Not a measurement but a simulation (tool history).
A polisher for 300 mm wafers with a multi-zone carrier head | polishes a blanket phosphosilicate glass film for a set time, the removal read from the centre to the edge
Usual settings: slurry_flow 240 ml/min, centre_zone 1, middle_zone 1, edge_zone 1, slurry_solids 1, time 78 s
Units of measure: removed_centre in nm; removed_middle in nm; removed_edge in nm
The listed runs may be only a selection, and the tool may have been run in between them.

run,hour,slurry_flow,centre_zone,middle_zone,edge_zone,slurry_solids,time,"incoming thickness of the incoming film, nm",removed_centre,removed_middle,removed_edge
1,0,240,1,1,1,1,78,2916.2,1001.8,1011.7,1057.4
2,14.7,290,1.11,1,1.07,1,78,2877.9,1142.6,1035.9,1123.1
3,27.2,240,1,1.09,1,1,78,2876.7,1004.8,1071.7,1063.8
4,40.6,240,1,1.1,1,1.15,61,2823.9,842.8,938.8,885.4
5,47.3,160,1,1,1,1,93,2876.3,1087.2,1146.9,1173.8
6,58.1,240,1,1.09,1,1,78,2896.8,991.7,1096.7,1072.1
# hour 69: carrier head's membrane replaced by a new one
7,70.3,240,1,1,1.09,1,78,2834.8,993.1,1037.5,1101.2
8,85.1,260,1,1,1.09,1,100,2862.9,1285.1,1315.5,1464
9,101.1,160,1,1,1,1,93,2849.1,1081.6,1123.4,1208.2
10,109.8,310,1,1,1,1,78,2896,1018.5,1057.5,1089.4
# hour 120.9: worn pad replaced by a new one
11,126.2,290,1.11,1,1.07,1,78,2880.4,1123.3,1061.2,1115.8
12,134.2,240,1,1,1,1,78,2871.3,978.1,1018.9,1078.3
# hour 137.3: edge zone pressure recalibrated
13,145.8,240,1,1,1,1,78,2943.5,981,1028.4,1057
14,158.4,240,1.05,1,1,1,101,2944.9,1305,1344.7,1387.2
15,168.2,270,1,1,1,0.75,78,2926.6,821.1,882.2,895.1
16,175.4,310,0.92,1,1.1,0.9,78,2887.6,867.2,999.2,1073.9
17,190.5,185,0.96,1,1,1,78,2878.1,875.5,990,1020.3
18,203.6,240,1,0.95,1,1,78,2826.9,963.1,984.9,1074.3
19,213.9,240,1,1,1,0.75,89,2907.6,897.1,984.3,1008.8
20,258.6,240,1,1,1.09,1,78,2905,950.4,1049.9,1119.8
21,272.8,240,1.08,1,1,0.85,78,2898.8,916.8,945.8,957.5

Here are 5 independent what-if runs from the current tool condition. What would each one return?
A,273.2,240,1,1,0.9,1,78,2916.5,?,?,?
B,273.2,155,1,1.09,0.9,0.85,78,2916.5,?,?,?
C,273.2,240,1,1.07,1,0.8,78,2916.5,?,?,?
D,273.2,240,0.91,0.94,0.92,0.8,78,2916.5,?,?,?
E,273.2,240,1,1,1.06,1,96,2916.5,?,?,?

run,removed_centre,removed_middle,removed_edge
A,950.6,1018.9,1004.2
B,781,910.1,852.3
C,827.9,939.4,917.8
D,751.7,842.5,883.9
E,1169.9,1253.8,1336.4
Had the tool no hidden state, the same runs would have come out as:
run,removed_centre,removed_middle,removed_edge
A,1012.8,1018.6,1004.2
B,832.1,909.8,852.3
C,882.1,939,917.8
D,801.4,842.2,883.9
E,1246.5,1253.4,1336.4
